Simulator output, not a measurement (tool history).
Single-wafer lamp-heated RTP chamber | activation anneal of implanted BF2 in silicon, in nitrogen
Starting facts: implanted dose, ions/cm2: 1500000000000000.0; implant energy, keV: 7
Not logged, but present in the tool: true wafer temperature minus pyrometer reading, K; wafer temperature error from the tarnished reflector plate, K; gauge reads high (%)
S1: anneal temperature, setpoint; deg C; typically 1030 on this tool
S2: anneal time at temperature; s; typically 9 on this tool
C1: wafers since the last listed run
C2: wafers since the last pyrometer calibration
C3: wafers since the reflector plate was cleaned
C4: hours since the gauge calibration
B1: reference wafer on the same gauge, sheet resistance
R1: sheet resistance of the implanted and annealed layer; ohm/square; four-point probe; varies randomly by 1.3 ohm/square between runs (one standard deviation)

| run | day | S1 | S2 | C1 | C2 | C3 | C4 | B1 | R1 |
|---|---|---|---|---|---|---|---|---|---|
| 1 | 0 | 1046 | 7 | 0 | 569 | 569 | 356.2 | 269.58 | 204.98 |
| 2 | 1.3 | 1046 | 7 | 744 | 1314 | 1314 | 387.4 | 269.02 | 201.83 |
| 3 | 2.404 | 1051 | 9 | 632 | 1946 | 1946 | 413.9 | 269.83 | 178.66 |
| 4 | 3.754 | 1051 | 9 | 773 | 2720 | 2720 | 446.3 | 269.86 | 177.67 |
| 5 | 4.508 | 1030 | 9 | 432 | 3152 | 3152 | 464.4 | 270.49 | 214.85 |
| 6 | 5.438 | 1030 | 9 | 532 | 3684 | 3684 | 486.7 | 270.19 | 215.64 |
| 7 | 6.492 | 1030 | 9 | 604 | 4288 | 4288 | 512 | 270.39 | 213.25 |
| 8 | 7.217 | 1010 | 13 | 415 | 4704 | 4704 | 529.4 | 270.18 | 238.73 |
| 9 | 8.004 | 1010 | 13 | 451 | 5155 | 5155 | 548.3 | 270.03 | 237.78 |
| 10 | 9.162 | 1030 | 9 | 663 | 5819 | 5819 | 576.1 | 269.8 | 210.61 |
|  | 10.054 | pyrometer window cleaned and pyrometer calibrated |
|  | 10.3 | reflector plate cleaned |
| 11 | 10.321 | 1030 | 9 | 332 | 11 | 11 | 603.9 | 269.54 | 223.65 |
| 12 | 11.088 | 1030 | 9 | 439 | 451 | 451 | 622.3 | 270.37 | 224.33 |
| 13 | 12.542 | 1030 | 6 | 833 | 1284 | 1284 | 657.2 | 269.64 | 250.1 |
| 14 | 13.321 | 1054 | 14 | 446 | 1730 | 1730 | 675.9 | 270.7 | 156.79 |
| 15 | 14.117 | 1030 | 9 | 456 | 2186 | 2186 | 695 | 270.15 | 218.96 |
| 16 | 14.883 | 1030 | 9 | 439 | 2626 | 2626 | 713.4 | 269.66 | 218.98 |
| 17 | 16.967 | 1015 | 4 | 1193 | 3819 | 3819 | 763.4 | 269.32 | 310.5 |
| 18 | 18.392 | 1022 | 7 | 816 | 4636 | 4636 | 797.6 | 269.79 | 251.76 |
| 19 | 19.692 | 1017 | 11 | 744 | 5381 | 5381 | 828.8 | 269.96 | 230.94 |
|  | 20.367 | pyrometer window cleaned and pyrometer calibrated |
| 20 | 20.733 | 1013 | 5 | 405 | 210 | 5787 | 853.8 | 269.8 | 301.8 |
| 21 | 21.933 | 1016 | 5 | 687 | 897 | 6474 | 882.6 | 270.13 | 295.24 |
|  | 22.033 | gauge calibrated |
| 22 | 23.167 | 1030 | 9 | 706 | 1604 | 7181 | 27.2 | 269.66 | 215.8 |

Predict the results of run 23:
|  | 24.154 | reflector plate cleaned |
| 23 | 24.612 | 1014 | 9 | 637 | 2241 | 263 | 61.9 | ? | ? |

B1: 269.96
R1: 265.67 ohm/square
Without the tool's hidden state the same run would have given R1 270.39 ohm/square.
